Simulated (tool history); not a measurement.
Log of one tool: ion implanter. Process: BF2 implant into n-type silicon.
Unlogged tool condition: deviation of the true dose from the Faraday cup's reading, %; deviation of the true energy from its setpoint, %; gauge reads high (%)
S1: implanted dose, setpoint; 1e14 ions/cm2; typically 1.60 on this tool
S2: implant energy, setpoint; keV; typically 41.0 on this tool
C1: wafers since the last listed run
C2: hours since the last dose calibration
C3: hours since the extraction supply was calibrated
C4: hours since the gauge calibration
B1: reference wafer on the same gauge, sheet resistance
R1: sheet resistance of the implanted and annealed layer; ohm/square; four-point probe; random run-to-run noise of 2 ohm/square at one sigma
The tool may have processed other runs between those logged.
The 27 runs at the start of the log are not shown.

{"run": 28, "hour": 1466.9, "S1": 1.6, "S2": 33.0, "C1": 1367, "C2": 802.4, "C3": 178.9, "C4": 770.7, "B1": 716.96, "R1": 650.86}
{"run": 29, "hour": 1527.2, "S1": 2.05, "S2": 41.0, "C1": 1669, "C2": 862.7, "C3": 239.2, "C4": 831.0, "B1": 717.31, "R1": 523.34}
{"run": 30, "hour": 1554.5, "S1": 1.6, "S2": 41.0, "C1": 755, "C2": 890.0, "C3": 266.5, "C4": 858.3, "B1": 717.37, "R1": 635.71}
{"run": 31, "hour": 1604.2, "S1": 1.6, "S2": 41.0, "C1": 1376, "C2": 939.7, "C3": 316.2, "C4": 908.0, "B1": 716.68, "R1": 632.77}
{"run": 32, "hour": 1650.5, "S1": 1.74, "S2": 30.5, "C1": 1281, "C2": 986.0, "C3": 362.5, "C4": 954.3, "B1": 716.62, "R1": 608.2}
{"run": 33, "hour": 1732.1, "S1": 1.6, "S2": 33.0, "C1": 2259, "C2": 1067.6, "C3": 444.1, "C4": 1035.9, "B1": 716.81, "R1": 644.97}
{"hour": 1795.5, "done": "Faraday cup replaced and dose calibrated"}
{"run": 34, "hour": 1796.0, "S1": 1.85, "S2": 35.5, "C1": 1547, "C2": 0.5, "C3": 508.0, "C4": 1099.8, "B1": 717.03, "R1": 586.83}
{"run": 35, "hour": 1827.2, "S1": 2.02, "S2": 41.0, "C1": 863, "C2": 31.7, "C3": 539.2, "C4": 1131.0, "B1": 716.79, "R1": 536.83}
{"run": 36, "hour": 1893.1, "S1": 1.6, "S2": 37.0, "C1": 1824, "C2": 97.6, "C3": 605.1, "C4": 1196.9, "B1": 716.32, "R1": 652.09}

Below are 5 alternative next runs, each starting from the tool's condition after run 36. Predict each:
{"run": "A", "hour": 1893.5, "S1": 1.6, "S2": 41.0, "C1": 11, "C2": 98.0, "C3": 605.5, "C4": 1197.3, "B1": "?", "R1": "?"}
{"run": "B", "hour": 1893.5, "S1": 1.6, "S2": 44.5, "C1": 11, "C2": 98.0, "C3": 605.5, "C4": 1197.3, "B1": "?", "R1": "?"}
{"run": "C", "hour": 1893.5, "S1": 1.45, "S2": 41.0, "C1": 11, "C2": 98.0, "C3": 605.5, "C4": 1197.3, "B1": "?", "R1": "?"}
{"run": "D", "hour": 1893.5, "S1": 1.21, "S2": 41.0, "C1": 11, "C2": 98.0, "C3": 605.5, "C4": 1197.3, "B1": "?", "R1": "?"}
{"run": "E", "hour": 1893.5, "S1": 1.3, "S2": 32.5, "C1": 11, "C2": 98.0, "C3": 605.5, "C4": 1197.3, "B1": "?", "R1": "?"}

run=A B1=717.49 R1=641.47
run=B B1=717.49 R1=635.37
run=C B1=717.49 R1=691.94
run=D B1=717.49 R1=795.28
run=E B1=717.49 R1=777.40
With no hidden state in the tool, these same runs would have given:
run=A R1=645.85
run=B R1=639.69
run=C R1=696.66
run=D R1=800.73
run=E R1=782.89
